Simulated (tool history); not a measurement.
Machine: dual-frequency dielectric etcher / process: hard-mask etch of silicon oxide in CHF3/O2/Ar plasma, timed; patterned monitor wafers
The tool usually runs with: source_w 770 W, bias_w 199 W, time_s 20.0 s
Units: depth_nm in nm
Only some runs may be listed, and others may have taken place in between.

| run | hour | source_w | bias_w | time_s | wafers since the last listed run | hours since the last wet clean | hours since the last source power generator calibration | hours since the last bias power generator calibration | hours since the last upper electrode change | hours since the gauge calibration | read-back reference wafer on the same gauge, depth_nm | depth_nm |
|---|---|---|---|---|---|---|---|---|---|---|---|---|
| 1 | 0.0 | 770 | 199 | 21.5 | 0 | 359.9 | 1375.4 | 1095.2 | 2575.0 | 478.5 | 40.69 | 47.19 |
| 2 | 24.8 | 770 | 199 | 21.5 | 335 | 384.7 | 1400.2 | 1120.0 | 2599.8 | 503.3 | 40.75 | 47.13 |
| 3 | 56.4 | 770 | 199 | 20.0 | 427 | 416.3 | 1431.8 | 1151.6 | 2631.4 | 534.9 | 40.70 | 44.11 |
| 4 | 123.3 | 770 | 199 | 20.0 | 905 | 483.2 | 1498.7 | 1218.5 | 2698.3 | 601.8 | 40.68 | 43.97 |
|  | 173.0 | wet clean of the chamber |
| 5 | 173.5 | 770 | 199 | 20.0 | 354 | 0.5 | 1548.9 | 1268.7 | 2748.5 | 652.0 | 40.73 | 43.57 |
| 6 | 204.4 | 770 | 199 | 20.0 | 418 | 31.4 | 1579.8 | 1299.6 | 2779.4 | 682.9 | 40.71 | 43.72 |
| 7 | 228.5 | 770 | 199 | 20.0 | 326 | 55.5 | 1603.9 | 1323.7 | 2803.5 | 707.0 | 40.70 | 43.61 |
| 8 | 287.8 | 770 | 199 | 20.0 | 802 | 114.8 | 1663.2 | 1383.0 | 2862.8 | 766.3 | 40.70 | 44.03 |
| 9 | 354.0 | 710 | 199 | 20.0 | 896 | 181.0 | 1729.4 | 1449.2 | 2929.0 | 832.5 | 40.73 | 42.82 |
|  | 407.6 | source power generator calibrated |
| 10 | 418.1 | 710 | 199 | 20.0 | 813 | 245.1 | 10.5 | 1513.3 | 2993.1 | 896.6 | 40.69 | 43.14 |
|  | 561.9 | upper electrode replaced |
| 11 | 562.4 | 710 | 199 | 20.0 | 1628 | 389.4 | 154.8 | 1657.6 | 0.5 | 1040.9 | 40.68 | 43.39 |
| 12 | 579.3 | 890 | 199 | 20.0 | 228 | 406.3 | 171.7 | 1674.5 | 17.4 | 1057.8 | 40.70 | 46.92 |
|  | 644.1 | wet clean of the chamber |
| 13 | 649.9 | 770 | 199 | 20.0 | 630 | 5.8 | 242.3 | 1745.1 | 88.0 | 1128.4 | 40.71 | 44.30 |
|  | 683.5 | bias power generator calibrated |
| 14 | 684.0 | 930 | 179 | 23.5 | 407 | 39.9 | 276.4 | 0.5 | 122.1 | 1162.5 | 40.73 | 52.64 |
| 15 | 709.5 | 640 | 151 | 26.0 | 345 | 65.4 | 301.9 | 26.0 | 147.6 | 1188.0 | 40.70 | 48.47 |
| 16 | 780.8 | 930 | 186 | 17.0 | 965 | 136.7 | 373.2 | 97.3 | 218.9 | 1259.3 | 40.72 | 38.55 |
|  | 806.5 | gauge calibrated |
| 17 | 814.3 | 770 | 199 | 20.0 | 453 | 170.2 | 406.7 | 130.8 | 252.4 | 7.8 | 40.67 | 43.34 |
| 18 | 860.1 | 830 | 234 | 24.0 | 620 | 216.0 | 452.5 | 176.6 | 298.2 | 53.6 | 40.69 | 56.76 |
| 19 | 931.7 | 620 | 212 | 26.0 | 969 | 287.6 | 524.1 | 248.2 | 369.8 | 125.2 | 40.70 | 53.82 |
| 20 | 1000.7 | 770 | 162 | 16.5 | 934 | 356.6 | 593.1 | 317.2 | 438.8 | 194.2 | 40.71 | 33.67 |
| 21 | 1039.6 | 770 | 199 | 15.5 | 526 | 395.5 | 632.0 | 356.1 | 477.7 | 233.1 | 40.71 | 33.96 |
| 22 | 1091.8 | 770 | 244 | 23.5 | 706 | 447.7 | 684.2 | 408.3 | 529.9 | 285.3 | 40.72 | 55.13 |
| 23 | 1141.7 | 670 | 199 | 20.0 | 675 | 497.6 | 734.1 | 458.2 | 579.8 | 335.2 | 40.71 | 41.91 |
|  | 1179.7 | wet clean of the chamber |
| 24 | 1180.2 | 770 | 199 | 20.0 | 196 | 0.5 | 772.6 | 496.7 | 618.3 | 373.7 | 40.72 | 43.24 |

Across each entry between runs, compare the hidden state at the last listed run before it with the hidden state at the first listed run after it:
After run 4, before run 5: wet clean of the chamber (hour 173.0)
  etch rate over this chamber's usual, %: 1.05 -> 0.155; bias power that arrives over what is set, %: 3.14 -> 3.39
  what was measured, less what the result would be without the hidden state, depth_nm: +0.90 -> +0.54 nm
After run 9, before run 10: source power generator calibrated (hour 407.6)
  etch rate over this chamber's usual, %: 0.595 -> 0.751; bias power that arrives over what is set, %: 4.41 -> 4.8
  what was measured, less what the result would be without the hidden state, depth_nm: +0.85 -> +0.98 nm
After run 10, before run 11: upper electrode replaced (hour 561.9)
  etch rate over this chamber's usual, %: 0.751 -> 1.1; bias power that arrives over what is set, %: 4.8 -> 5.75
  what was measured, less what the result would be without the hidden state, depth_nm: +0.98 -> +1.26 nm
After run 12, before run 13: wet clean of the chamber (hour 644.1)
  etch rate over this chamber's usual, %: 1.14 -> 0.146; bias power that arrives over what is set, %: 5.86 -> 6.36
  what was measured, less what the result would be without the hidden state, depth_nm: +1.39 -> +0.95 nm
After run 13, before run 14: bias power generator calibrated (hour 683.5)
  etch rate over this chamber's usual, %: 0.146 -> 0.229; bias power that arrives over what is set, %: 6.36 -> 0.464
  what was measured, less what the result would be without the hidden state, depth_nm: +0.95 -> +0.20 nm
After run 16, before run 17: gauge calibrated (hour 806.5)
  etch rate over this chamber's usual, %: 0.465 -> 0.546; bias power that arrives over what is set, %: 0.484 -> 0.499
  what was measured, less what the result would be without the hidden state, depth_nm: +0.24 -> +0.31 nm
After run 23, before run 24: wet clean of the chamber (hour 1179.7)
  etch rate over this chamber's usual, %: 1.34 -> -0.0565; bias power that arrives over what is set, %: 0.898 -> 0.974
  what was measured, less what the result would be without the hidden state, depth_nm: +0.68 -> +0.11 nm
